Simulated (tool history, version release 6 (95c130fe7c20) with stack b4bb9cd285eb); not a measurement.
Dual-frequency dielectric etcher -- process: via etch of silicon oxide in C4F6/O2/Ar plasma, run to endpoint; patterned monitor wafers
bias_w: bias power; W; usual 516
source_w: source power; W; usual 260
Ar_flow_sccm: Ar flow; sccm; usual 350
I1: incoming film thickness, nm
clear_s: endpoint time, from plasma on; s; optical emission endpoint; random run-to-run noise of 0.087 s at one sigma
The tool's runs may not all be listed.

run 1 hour=0 | bias_w=581 source_w=240 Ar_flow_sccm=350 | I1=100.4 | clear_s=22.7
run 2 hour=23.1 | bias_w=581 source_w=240 Ar_flow_sccm=350 | I1=99.9 | clear_s=22.4
run 3 hour=43.5 | bias_w=581 source_w=240 Ar_flow_sccm=350 | I1=99.1 | clear_s=22.3
run 4 hour=59.3 | bias_w=556 source_w=260 Ar_flow_sccm=350 | I1=100.3 | clear_s=21.9
run 5 hour=87.8 | bias_w=442 source_w=260 Ar_flow_sccm=350 | I1=99.5 | clear_s=23.4
run 6 hour=111.4 | bias_w=442 source_w=260 Ar_flow_sccm=350 | I1=100.3 | clear_s=23.6
run 7 hour=139.8 | bias_w=516 source_w=280 Ar_flow_sccm=350 | I1=99.9 | clear_s=21.2
run 8 hour=172.5 | bias_w=457 source_w=260 Ar_flow_sccm=350 | I1=100.2 | clear_s=23.2
run 9 hour=201.5 | bias_w=459 source_w=260 Ar_flow_sccm=350 | I1=100.4 | clear_s=23.1
-- hour=232.1 wet clean of the chamber
run 10 hour=232.6 | bias_w=459 source_w=260 Ar_flow_sccm=350 | I1=99.9 | clear_s=24.2
run 11 hour=253 | bias_w=516 source_w=260 Ar_flow_sccm=350 | I1=98.6 | clear_s=22.8
run 12 hour=282.1 | bias_w=516 source_w=260 Ar_flow_sccm=396 | I1=100.6 | clear_s=23.4
-- hour=306.6 source power generator calibrated
run 13 hour=312.2 | bias_w=516 source_w=260 Ar_flow_sccm=396 | I1=99.6 | clear_s=23.2
run 14 hour=337.9 | bias_w=516 source_w=260 Ar_flow_sccm=350 | I1=99.7 | clear_s=22.8
-- hour=359.8 bias power generator calibrated
run 15 hour=364.9 | bias_w=516 source_w=260 Ar_flow_sccm=350 | I1=100.6 | clear_s=23
run 16 hour=397.2 | bias_w=457 source_w=310 Ar_flow_sccm=433 | I1=99.7 | clear_s=22.2
run 17 hour=432.4 | bias_w=572 source_w=230 Ar_flow_sccm=350 | I1=99.3 | clear_s=23.3
run 18 hour=465.7 | bias_w=476 source_w=260 Ar_flow_sccm=286 | I1=98.7 | clear_s=22.6
-- hour=472.1 Ar flow controller replaced
-- hour=507.7 upper electrode replaced
run 19 hour=508.2 | bias_w=516 source_w=260 Ar_flow_sccm=350 | I1=99.7 | clear_s=22.6
run 20 hour=513.1 | bias_w=414 source_w=260 Ar_flow_sccm=272 | I1=99.1 | clear_s=23.5
run 21 hour=546 | bias_w=516 source_w=240 Ar_flow_sccm=384 | I1=99.4 | clear_s=23.6
run 22 hour=567.4 | bias_w=459 source_w=260 Ar_flow_sccm=350 | I1=99.6 | clear_s=23.2
run 23 hour=582.7 | bias_w=614 source_w=280 Ar_flow_sccm=431 | I1=100.6 | clear_s=20.7
run 24 hour=597.7 | bias_w=466 source_w=220 Ar_flow_sccm=291 | I1=98.8 | clear_s=24.8
run 25 hour=623.7 | bias_w=572 source_w=260 Ar_flow_sccm=350 | I1=100.2 | clear_s=21.5
run 26 hour=647.5 | bias_w=451 source_w=280 Ar_flow_sccm=419 | I1=100.1 | clear_s=22.8
run 27 hour=673.2 | bias_w=516 source_w=230 Ar_flow_sccm=350 | I1=98.4 | clear_s=23.4
run 28 hour=707 | bias_w=459 source_w=260 Ar_flow_sccm=350 | I1=100.5 | clear_s=23.2

Table of differences, measured result less the result of that run with no hidden state. Run-to-run variation is the same in both. Gauge scatter possibly is not:
Hidden state present: etch rate over this chamber's usual, %; bias power that arrives over what is set, %; source power that arrives over what is set, %; Ar flow that arrives over what is set, %.
run=1 clear_s=-0.8
run=2 clear_s=-0.8
run=3 clear_s=-0.8
run=4 clear_s=-0.9
run=5 clear_s=-1
run=6 clear_s=-1
run=7 clear_s=-1
run=8 clear_s=-1.1
run=9 clear_s=-1.3
run=10 clear_s=-0.2
run=11 clear_s=-0.2
run=12 clear_s=-0.3
run=13 clear_s=-0.3
run=14 clear_s=-0.4
run=15 clear_s=-0.4
run=16 clear_s=-0.4
run=17 clear_s=-0.5
run=18 clear_s=-0.6
run=19 clear_s=-0.7
run=20 clear_s=-0.8
run=21 clear_s=-0.8
run=22 clear_s=-0.9
run=23 clear_s=-0.7
run=24 clear_s=-0.9
run=25 clear_s=-0.9
run=26 clear_s=-1
run=27 clear_s=-1
run=28 clear_s=-1.2
